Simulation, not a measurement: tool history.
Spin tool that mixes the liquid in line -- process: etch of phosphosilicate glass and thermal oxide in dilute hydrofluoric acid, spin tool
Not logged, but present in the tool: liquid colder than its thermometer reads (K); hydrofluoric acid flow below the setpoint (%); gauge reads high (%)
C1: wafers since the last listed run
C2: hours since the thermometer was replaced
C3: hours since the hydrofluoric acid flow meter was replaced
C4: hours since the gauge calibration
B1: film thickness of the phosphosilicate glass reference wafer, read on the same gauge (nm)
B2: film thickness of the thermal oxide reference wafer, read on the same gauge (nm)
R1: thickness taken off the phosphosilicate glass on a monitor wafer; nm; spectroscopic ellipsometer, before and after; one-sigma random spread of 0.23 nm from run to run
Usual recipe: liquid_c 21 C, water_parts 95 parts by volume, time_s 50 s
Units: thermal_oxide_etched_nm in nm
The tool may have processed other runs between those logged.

{"run": 1, "hour": 0.0, "liquid_c": 21, "water_parts": 65, "time_s": 30, "C1": 0, "C2": 992.2, "C3": 1046.2, "C4": 999.2, "B1": 30.8, "B2": 51.294, "R1": 39.57, "thermal_oxide_etched_nm": 2.088}
{"run": 2, "hour": 53.1, "liquid_c": 23.5, "water_parts": 95, "time_s": 50, "C1": 794, "C2": 1045.3, "C3": 1099.3, "C4": 1052.3, "B1": 30.77, "B2": 51.312, "R1": 47.63, "thermal_oxide_etched_nm": 2.547}
{"run": 3, "hour": 88.1, "liquid_c": 23.5, "water_parts": 95, "time_s": 50, "C1": 524, "C2": 1080.3, "C3": 1134.3, "C4": 1087.3, "B1": 30.8, "B2": 51.299, "R1": 47.37, "thermal_oxide_etched_nm": 2.49}
{"run": 4, "hour": 158.6, "liquid_c": 21, "water_parts": 65, "time_s": 50, "C1": 1055, "C2": 1150.8, "C3": 1204.8, "C4": 1157.8, "B1": 30.81, "B2": 51.346, "R1": 64.49, "thermal_oxide_etched_nm": 3.336}
{"run": 5, "hour": 217.2, "liquid_c": 21, "water_parts": 65, "time_s": 50, "C1": 877, "C2": 1209.4, "C3": 1263.4, "C4": 1216.4, "B1": 30.84, "B2": 51.396, "R1": 65.78, "thermal_oxide_etched_nm": 3.445}
{"hour": 255.4, "done": "hydrofluoric acid flow meter replaced"}
{"run": 6, "hour": 278.0, "liquid_c": 21, "water_parts": 95, "time_s": 50, "C1": 895, "C2": 1270.2, "C3": 22.6, "C4": 1277.2, "B1": 30.84, "B2": 51.379, "R1": 43.32, "thermal_oxide_etched_nm": 2.216}
{"hour": 303.3, "done": "thermometer replaced"}
{"run": 7, "hour": 320.7, "liquid_c": 21, "water_parts": 95, "time_s": 50, "C1": 624, "C2": 17.4, "C3": 65.3, "C4": 1319.9, "B1": 30.87, "B2": 51.387, "R1": 43.67, "thermal_oxide_etched_nm": 2.296}
{"run": 8, "hour": 383.6, "liquid_c": 21, "water_parts": 95, "time_s": 55, "C1": 941, "C2": 80.3, "C3": 128.2, "C4": 1382.8, "B1": 30.88, "B2": 51.448, "R1": 47.37, "thermal_oxide_etched_nm": 2.484}
{"run": 9, "hour": 452.2, "liquid_c": 21, "water_parts": 95, "time_s": 55, "C1": 1027, "C2": 148.9, "C3": 196.8, "C4": 1451.4, "B1": 30.88, "B2": 51.378, "R1": 47.75, "thermal_oxide_etched_nm": 2.574}
{"hour": 499.0, "done": "gauge calibrated"}
{"run": 10, "hour": 507.8, "liquid_c": 19.5, "water_parts": 45, "time_s": 25, "C1": 832, "C2": 204.5, "C3": 252.4, "C4": 8.8, "B1": 30.09, "B2": 50.155, "R1": 44.25, "thermal_oxide_etched_nm": 2.331}
{"run": 11, "hour": 560.4, "liquid_c": 17.5, "water_parts": 110, "time_s": 25, "C1": 787, "C2": 257.1, "C3": 305, "C4": 61.4, "B1": 30.19, "B2": 50.265, "R1": 15.61, "thermal_oxide_etched_nm": 0.807}
{"run": 12, "hour": 621.5, "liquid_c": 19, "water_parts": 95, "time_s": 50, "C1": 914, "C2": 318.2, "C3": 366.1, "C4": 122.5, "B1": 30.28, "B2": 50.471, "R1": 39.13, "thermal_oxide_etched_nm": 2.076}
{"run": 13, "hour": 657.7, "liquid_c": 21, "water_parts": 65, "time_s": 50, "C1": 541, "C2": 354.4, "C3": 402.3, "C4": 158.7, "B1": 30.34, "B2": 50.485, "R1": 65.21, "thermal_oxide_etched_nm": 3.398}
{"run": 14, "hour": 834.1, "liquid_c": 21, "water_parts": 95, "time_s": 50, "C1": 2640, "C2": 530.8, "C3": 578.7, "C4": 335.1, "B1": 30.48, "B2": 50.841, "R1": 42.59, "thermal_oxide_etched_nm": 2.256}
{"run": 15, "hour": 899.5, "liquid_c": 17, "water_parts": 135, "time_s": 30, "C1": 979, "C2": 596.2, "C3": 644.1, "C4": 400.5, "B1": 30.58, "B2": 50.881, "R1": 14.72, "thermal_oxide_etched_nm": 0.793}
{"run": 16, "hour": 929.6, "liquid_c": 21, "water_parts": 140, "time_s": 50, "C1": 450, "C2": 626.3, "C3": 674.2, "C4": 430.6, "B1": 30.6, "B2": 50.992, "R1": 27.68, "thermal_oxide_etched_nm": 1.491}
{"run": 17, "hour": 1001.4, "liquid_c": 21, "water_parts": 60, "time_s": 20, "C1": 1074, "C2": 698.1, "C3": 746, "C4": 502.4, "B1": 30.65, "B2": 51.08, "R1": 28.73, "thermal_oxide_etched_nm": 1.479}
{"run": 18, "hour": 1051.6, "liquid_c": 21, "water_parts": 50, "time_s": 50, "C1": 751, "C2": 748.3, "C3": 796.2, "C4": 552.6, "B1": 30.68, "B2": 51.123, "R1": 86.65, "thermal_oxide_etched_nm": 4.551}
{"run": 19, "hour": 1091.3, "liquid_c": 21, "water_parts": 95, "time_s": 50, "C1": 594, "C2": 788, "C3": 835.9, "C4": 592.3, "B1": 30.68, "B2": 51.186, "R1": 43.26, "thermal_oxide_etched_nm": 2.276}
{"run": 20, "hour": 1123.8, "liquid_c": 21, "water_parts": 95, "time_s": 50, "C1": 486, "C2": 820.5, "C3": 868.4, "C4": 624.8, "B1": 30.7, "B2": 51.205, "R1": 43.23, "thermal_oxide_etched_nm": 2.284}
{"run": 21, "hour": 1148.0, "liquid_c": 23.5, "water_parts": 50, "time_s": 30, "C1": 362, "C2": 844.7, "C3": 892.6, "C4": 649, "B1": 30.72, "B2": 51.187, "R1": 57.41, "thermal_oxide_etched_nm": 3.04}
{"run": 22, "hour": 1173.5, "liquid_c": 21, "water_parts": 60, "time_s": 50, "C1": 381, "C2": 870.2, "C3": 918.1, "C4": 674.5, "B1": 30.72, "B2": 51.235, "R1": 70.93, "thermal_oxide_etched_nm": 3.708}
{"run": 23, "hour": 1231.5, "liquid_c": 21, "water_parts": 95, "time_s": 70, "C1": 868, "C2": 928.2, "C3": 976.1, "C4": 732.5, "B1": 30.77, "B2": 51.272, "R1": 60.23, "thermal_oxide_etched_nm": 3.125}
{"run": 24, "hour": 1267.6, "liquid_c": 21, "water_parts": 95, "time_s": 40, "C1": 540, "C2": 964.3, "C3": 1012.2, "C4": 768.6, "B1": 30.79, "B2": 51.312, "R1": 34.47, "thermal_oxide_etched_nm": 1.839}
{"run": 25, "hour": 1299.0, "liquid_c": 21, "water_parts": 95, "time_s": 50, "C1": 470, "C2": 995.7, "C3": 1043.6, "C4": 800, "B1": 30.78, "B2": 51.351, "R1": 42.75, "thermal_oxide_etched_nm": 2.269}
{"run": 26, "hour": 1364.3, "liquid_c": 21, "water_parts": 65, "time_s": 30, "C1": 977, "C2": 1061, "C3": 1108.9, "C4": 865.3, "B1": 30.82, "B2": 51.378, "R1": 38.96, "thermal_oxide_etched_nm": 2.07}

Measured minus without-hidden-state, run by run (identical run-to-run variation in each term; gauge scatter may differ):
run=1 R1=+1 thermal_oxide_etched_nm=+0.053
run=2 R1=+1.22 thermal_oxide_etched_nm=+0.065
run=3 R1=+1.23 thermal_oxide_etched_nm=+0.064
run=4 R1=+1.7 thermal_oxide_etched_nm=+0.088
run=5 R1=+1.76 thermal_oxide_etched_nm=+0.092
run=6 R1=+1.17 thermal_oxide_etched_nm=+0.06
run=7 R1=+1.2 thermal_oxide_etched_nm=+0.062
run=8 R1=+1.31 thermal_oxide_etched_nm=+0.068
run=9 R1=+1.33 thermal_oxide_etched_nm=+0.072
run=10 R1=+0.14 thermal_oxide_etched_nm=+0.008
run=11 R1=+0.09 thermal_oxide_etched_nm=+0.005
run=12 R1=+0.35 thermal_oxide_etched_nm=+0.018
run=13 R1=+0.67 thermal_oxide_etched_nm=+0.035
run=14 R1=+0.71 thermal_oxide_etched_nm=+0.037
run=15 R1=+0.27 thermal_oxide_etched_nm=+0.015
run=16 R1=+0.53 thermal_oxide_etched_nm=+0.028
run=17 R1=+0.59 thermal_oxide_etched_nm=+0.03
run=18 R1=+1.9 thermal_oxide_etched_nm=+0.099
run=19 R1=+0.98 thermal_oxide_etched_nm=+0.052
run=20 R1=+1.01 thermal_oxide_etched_nm=+0.053
run=21 R1=+1.35 thermal_oxide_etched_nm=+0.072
run=22 R1=+1.71 thermal_oxide_etched_nm=+0.089
run=23 R1=+1.5 thermal_oxide_etched_nm=+0.078
run=24 R1=+0.88 thermal_oxide_etched_nm=+0.047
run=25 R1=+1.11 thermal_oxide_etched_nm=+0.059
run=26 R1=+1.03 thermal_oxide_etched_nm=+0.055

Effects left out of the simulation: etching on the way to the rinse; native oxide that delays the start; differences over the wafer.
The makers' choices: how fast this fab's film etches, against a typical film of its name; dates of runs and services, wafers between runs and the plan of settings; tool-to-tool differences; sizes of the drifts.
